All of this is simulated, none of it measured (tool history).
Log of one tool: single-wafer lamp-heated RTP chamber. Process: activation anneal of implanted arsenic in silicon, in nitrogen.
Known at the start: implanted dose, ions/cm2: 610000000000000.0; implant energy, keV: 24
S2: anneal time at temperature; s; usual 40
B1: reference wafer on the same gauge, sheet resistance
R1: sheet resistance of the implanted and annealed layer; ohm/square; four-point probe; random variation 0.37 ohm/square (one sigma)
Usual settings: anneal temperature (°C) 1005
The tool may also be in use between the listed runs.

{"run": 1, "hour": 0.0, "anneal temperature (°C)": 1029, "S2": 40, "B1": 187, "R1": 171.38}
{"run": 2, "hour": 15.4, "anneal temperature (°C)": 1005, "S2": 40, "B1": 187.04, "R1": 174.83}
{"run": 3, "hour": 28.9, "anneal temperature (°C)": 1005, "S2": 40, "B1": 186.96, "R1": 175.11}
{"hour": 65.6, "done": "pyrometer window cleaned and pyrometer calibrated"}
{"run": 4, "hour": 66.1, "anneal temperature (°C)": 1005, "S2": 40, "B1": 187.01, "R1": 176.85}
{"run": 5, "hour": 88.2, "anneal temperature (°C)": 1005, "S2": 40, "B1": 186.97, "R1": 176.45}
{"run": 6, "hour": 112.6, "anneal temperature (°C)": 994, "S2": 57, "B1": 187.06, "R1": 175.33}
{"run": 7, "hour": 139.0, "anneal temperature (°C)": 994, "S2": 57, "B1": 186.96, "R1": 175.16}
{"hour": 168.4, "done": "reflector plate cleaned"}
{"run": 8, "hour": 173.3, "anneal temperature (°C)": 994, "S2": 57, "B1": 186.96, "R1": 174.81}
{"run": 9, "hour": 188.1, "anneal temperature (°C)": 1005, "S2": 40, "B1": 186.96, "R1": 175.71}
{"run": 10, "hour": 202.1, "anneal temperature (°C)": 1018, "S2": 40, "B1": 186.99, "R1": 173.6}
{"run": 11, "hour": 232.1, "anneal temperature (°C)": 1018, "S2": 40, "B1": 186.96, "R1": 173}
{"hour": 255.4, "done": "pyrometer window cleaned and pyrometer calibrated"}
{"run": 12, "hour": 296.2, "anneal temperature (°C)": 985, "S2": 40, "B1": 187.04, "R1": 179.51}
{"run": 13, "hour": 322.1, "anneal temperature (°C)": 985, "S2": 40, "B1": 187.05, "R1": 178.61}
{"run": 14, "hour": 356.1, "anneal temperature (°C)": 1005, "S2": 40, "B1": 186.93, "R1": 174.99}
{"hour": 377.9, "done": "reflector plate cleaned"}
{"run": 15, "hour": 380.4, "anneal temperature (°C)": 1005, "S2": 40, "B1": 186.92, "R1": 175.69}
{"run": 16, "hour": 406.2, "anneal temperature (°C)": 1005, "S2": 40, "B1": 187.1, "R1": 175.16}
{"hour": 430.0, "done": "pyrometer window cleaned and pyrometer calibrated"}
{"run": 17, "hour": 439.7, "anneal temperature (°C)": 1005, "S2": 40, "B1": 186.95, "R1": 176.69}
{"run": 18, "hour": 454.3, "anneal temperature (°C)": 1005, "S2": 40, "B1": 186.99, "R1": 175.94}
{"run": 19, "hour": 484.6, "anneal temperature (°C)": 991, "S2": 34, "B1": 186.99, "R1": 178.8}
{"hour": 507.0, "done": "gauge calibrated"}
{"run": 20, "hour": 508.5, "anneal temperature (°C)": 1023, "S2": 51, "B1": 186.96, "R1": 171.32}
{"hour": 562.6, "done": "reflector plate cleaned"}
{"run": 21, "hour": 598.0, "anneal temperature (°C)": 986, "S2": 23, "B1": 186.93, "R1": 180.82}
{"hour": 617.7, "done": "pyrometer window cleaned and pyrometer calibrated"}
{"run": 22, "hour": 618.2, "anneal temperature (°C)": 1026, "S2": 32, "B1": 187.01, "R1": 174.44}
{"run": 23, "hour": 648.1, "anneal temperature (°C)": 1022, "S2": 40, "B1": 186.89, "R1": 173.2}
{"run": 24, "hour": 668.0, "anneal temperature (°C)": 1005, "S2": 40, "B1": 187.01, "R1": 175.59}
{"run": 25, "hour": 686.1, "anneal temperature (°C)": 1005, "S2": 40, "B1": 186.92, "R1": 175.75}

The next listed run, before its measurement:
{"run": 26, "hour": 721.1, "anneal temperature (°C)": 1005, "S2": 32, "B1": "?", "R1": "?"}

B1: 187.01
R1: 177.05 ohm/square
Without the tool's hidden state the same run would have given R1 178.83 ohm/square.
